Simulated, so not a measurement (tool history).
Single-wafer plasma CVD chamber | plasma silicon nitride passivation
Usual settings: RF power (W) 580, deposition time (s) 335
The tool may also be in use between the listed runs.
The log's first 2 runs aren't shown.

run   hour  RF power (W)  deposition time (s)  read-back reference wafer on the same gauge, thickness_nm  mean film thickness on the monitor wafer (Å)
        30  -- gauge calibrated
  3     31           580                  335                                                     557.95                                       4654.92
  4   38.4           580                  335                                                    558.133                                        4658.1
  5   52.2           580                  335                                                    557.884                                       4646.85
  6     68           580                  335                                                    557.988                                       4658.51
  7   76.5           580                  335                                                    558.099                                       4660.77
  8   92.4           580                  335                                                    557.784                                       4643.44
  9  107.8           580                  335                                                     557.96                                       4655.98
 10  122.5           580                  335                                                    558.079                                        4656.3
 11  139.3           580                  293                                                    558.049                                       4075.02
 12  156.2           580                  335                                                    558.037                                       4663.43
 13  170.3           580                  335                                                    557.791                                       4647.91
 14  177.9           540                  335                                                    558.016                                       4564.05
 15  185.6           540                  335                                                    558.062                                       4551.91
 16  198.6           580                  335                                                    557.825                                       4645.67
 17  207.3           580                  335                                                    558.016                                       4666.11
 18    222           655                  390                                                    557.881                                       5605.15
 19  271.8           480                  271                                                    558.223                                       3563.92
     286.9  -- showerhead replaced
 20  288.9           655                  387                                                    558.097                                       5560.36

The next listed run, before its measurement:
       297  -- gauge calibrated
 21  304.8           580                  381                                                          ?                                             ?

{"run 21": {"read-back reference wafer on the same gauge, thickness_nm": 557.953, "mean film thickness on the monitor wafer (Å)": 5289.89}}
Without the tool's hidden state the same run would have given mean film thickness on the monitor wafer (Å) 5413.33.
